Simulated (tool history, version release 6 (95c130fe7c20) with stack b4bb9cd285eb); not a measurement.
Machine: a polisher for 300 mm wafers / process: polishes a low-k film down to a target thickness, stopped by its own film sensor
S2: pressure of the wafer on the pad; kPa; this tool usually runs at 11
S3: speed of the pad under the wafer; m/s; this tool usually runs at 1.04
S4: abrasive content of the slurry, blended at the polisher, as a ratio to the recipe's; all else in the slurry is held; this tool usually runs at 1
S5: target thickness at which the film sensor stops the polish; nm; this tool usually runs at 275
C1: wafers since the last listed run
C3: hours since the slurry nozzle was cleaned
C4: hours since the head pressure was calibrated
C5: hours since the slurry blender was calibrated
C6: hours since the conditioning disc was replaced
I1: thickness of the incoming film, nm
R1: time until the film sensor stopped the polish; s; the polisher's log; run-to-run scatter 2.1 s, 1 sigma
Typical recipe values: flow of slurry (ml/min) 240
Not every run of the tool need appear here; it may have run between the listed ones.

run 1 hour=0 | flow_of_slurry_(ml/min)=240 S2=9.7 S3=1.04 S4=1 S5=275 | C1=0 wafers_polished_on_this_pad=2706 C3=400.4 C4=268.2 C5=365.2 C6=205 | I1=329.8 | R1=162.8
-- hour=40.5 worn pad replaced by a new one
-- hour=59.7 slurry blender recalibrated
-- hour=69.9 slurry nozzle cleaned
run 2 hour=98.7 | flow_of_slurry_(ml/min)=240 S2=11 S3=0.94 S4=1 S5=275 | C1=712 wafers_polished_on_this_pad=428 C3=28.8 C4=366.9 C5=39 C6=303.7 | I1=333.3 | R1=152.6
-- hour=112 conditioning disc replaced and pad reconditioned
run 3 hour=306.4 | flow_of_slurry_(ml/min)=240 S2=11 S3=0.94 S4=1 S5=275 | C1=1598 wafers_polished_on_this_pad=2026 C3=236.5 C4=574.6 C5=246.7 C6=194.4 | I1=331.1 | R1=151.6
run 4 hour=386.3 | flow_of_slurry_(ml/min)=240 S2=11 S3=0.94 S4=1 S5=275 | C1=620 wafers_polished_on_this_pad=2647 C3=316.4 C4=654.5 C5=326.6 C6=274.3 | I1=329 | R1=148
-- hour=439.8 slurry blender recalibrated
-- hour=442.9 head pressure recalibrated
-- hour=445.3 worn pad replaced by a new one
run 5 hour=458.7 | flow_of_slurry_(ml/min)=240 S2=11 S3=1.04 S4=1 S5=275 | C1=512 wafers_polished_on_this_pad=104 C3=388.8 C4=15.8 C5=18.9 C6=346.7 | I1=326.7 | R1=134
run 6 hour=516.8 | flow_of_slurry_(ml/min)=240 S2=11 S3=1.04 S4=1 S5=275 | C1=451 wafers_polished_on_this_pad=555 C3=446.9 C4=73.9 C5=77 C6=404.8 | I1=326.6 | R1=129.2
-- hour=523.3 conditioning disc replaced and pad reconditioned
-- hour=575.2 slurry nozzle cleaned
run 7 hour=621.2 | flow_of_slurry_(ml/min)=240 S2=11 S3=1.04 S4=1 S5=275 | C1=787 wafers_polished_on_this_pad=1343 C3=46 C4=178.3 C5=181.4 C6=97.9 | I1=331.4 | R1=141
run 8 hour=693.2 | flow_of_slurry_(ml/min)=240 S2=11 S3=1.04 S4=1 S5=275 | C1=559 wafers_polished_on_this_pad=1902 C3=118 C4=250.3 C5=253.4 C6=169.9 | I1=324.3 | R1=126.3
-- hour=778.4 worn pad replaced by a new one
run 9 hour=783 | flow_of_slurry_(ml/min)=240 S2=11 S3=1.04 S4=1 S5=275 | C1=666 wafers_polished_on_this_pad=36 C3=207.8 C4=340.1 C5=343.2 C6=259.7 | I1=334.9 | R1=150.6
-- hour=805.3 slurry blender recalibrated
-- hour=846.1 conditioning disc replaced and pad reconditioned
run 10 hour=848.2 | flow_of_slurry_(ml/min)=240 S2=11 S3=1.04 S4=1.2 S5=275 | C1=475 wafers_polished_on_this_pad=511 C3=273 C4=405.3 C5=42.9 C6=2.1 | I1=332 | R1=130.7
run 11 hour=935.2 | flow_of_slurry_(ml/min)=240 S2=11 S3=1.04 S4=1.2 S5=275 | C1=675 wafers_polished_on_this_pad=1187 C3=360 C4=492.3 C5=129.9 C6=89.1 | I1=325 | R1=112.6
run 12 hour=1006.9 | flow_of_slurry_(ml/min)=300 S2=11 S3=1.04 S4=1 S5=293 | C1=557 wafers_polished_on_this_pad=1744 C3=431.7 C4=564 C5=201.6 C6=160.8 | I1=326.7 | R1=83.9
-- hour=1031.5 slurry nozzle cleaned
run 13 hour=1080.7 | flow_of_slurry_(ml/min)=180 S2=11 S3=0.78 S4=1 S5=268 | C1=565 wafers_polished_on_this_pad=2310 C3=49.2 C4=637.8 C5=275.4 C6=234.6 | I1=332.5 | R1=205
-- hour=1139.6 worn pad replaced by a new one
-- hour=1146.4 slurry blender recalibrated
run 14 hour=1168.8 | flow_of_slurry_(ml/min)=240 S2=11 S3=1.04 S4=1 S5=275 | C1=637 wafers_polished_on_this_pad=211 C3=137.3 C4=725.9 C5=22.4 C6=322.7 | I1=335.9 | R1=154.8
-- hour=1182.9 head pressure recalibrated
run 15 hour=1218.6 | flow_of_slurry_(ml/min)=240 S2=13.1 S3=0.68 S4=1.2 S5=258 | C1=371 wafers_polished_on_this_pad=582 C3=187.1 C4=35.7 C5=72.2 C6=372.5 | I1=324.7 | R1=165.4
-- hour=1242.6 conditioning disc replaced and pad reconditioned
run 16 hour=1254.7 | flow_of_slurry_(ml/min)=240 S2=11 S3=1.04 S4=1 S5=293 | C1=264 wafers_polished_on_this_pad=847 C3=223.2 C4=71.8 C5=108.3 C6=12.1 | I1=328.2 | R1=88.4
run 17 hour=1442.6 | flow_of_slurry_(ml/min)=165 S2=12.4 S3=0.68 S4=1 S5=262 | C1=1459 wafers_polished_on_this_pad=2307 C3=411.1 C4=259.7 C5=296.2 C6=200 | I1=331.2 | R1=210
run 18 hour=1497 | flow_of_slurry_(ml/min)=240 S2=13.1 S3=0.68 S4=1.2 S5=258 | C1=422 wafers_polished_on_this_pad=2730 C3=465.5 C4=314.1 C5=350.6 C6=254.4 | I1=327.9 | R1=167.4
-- hour=1502.9 worn pad replaced by a new one
-- hour=1514.5 slurry nozzle cleaned
-- hour=1529.5 slurry blender recalibrated
run 19 hour=1577.4 | flow_of_slurry_(ml/min)=240 S2=11 S3=0.84 S4=1 S5=258 | C1=570 wafers_polished_on_this_pad=555 C3=62.9 C4=394.5 C5=47.9 C6=334.8 | I1=330.1 | R1=209
-- hour=1639.6 conditioning disc replaced and pad reconditioned
run 20 hour=1664.2 | flow_of_slurry_(ml/min)=240 S2=12.4 S3=1.04 S4=1.3 S5=275 | C1=658 wafers_polished_on_this_pad=1214 C3=149.7 C4=481.3 C5=134.7 C6=24.6 | I1=325 | R1=99.6
run 21 hour=1744.6 | flow_of_slurry_(ml/min)=240 S2=11 S3=1.04 S4=1 S5=275 | C1=624 wafers_polished_on_this_pad=1839 C3=230.1 C4=561.7 C5=215.1 C6=105 | I1=329.1 | R1=137.7
run 22 hour=1813.9 | flow_of_slurry_(ml/min)=240 S2=11 S3=1.04 S4=1 S5=275 | C1=538 wafers_polished_on_this_pad=2377 C3=299.4 C4=631 C5=284.4 C6=174.3 | I1=328.5 | R1=135.8
run 23 hour=1861.7 | flow_of_slurry_(ml/min)=240 S2=11 S3=0.92 S4=1 S5=275 | C1=371 wafers_polished_on_this_pad=2748 C3=347.2 C4=678.8 C5=332.2 C6=222.1 | I1=334.7 | R1=168

List, for all runs, the conditions of the tool that the log does not record:
removal rate lost through wear of the pad, %: 0 across all the runs
slurry flow missing at the pad, %: 0 across all the runs
deviation of the head's pressure from its setpoint, %: 0 across all the runs
abrasive missing from the slurry, %: 0 across all the runs
time polished since the conditioner stopped cutting, s: 0 across all the runs

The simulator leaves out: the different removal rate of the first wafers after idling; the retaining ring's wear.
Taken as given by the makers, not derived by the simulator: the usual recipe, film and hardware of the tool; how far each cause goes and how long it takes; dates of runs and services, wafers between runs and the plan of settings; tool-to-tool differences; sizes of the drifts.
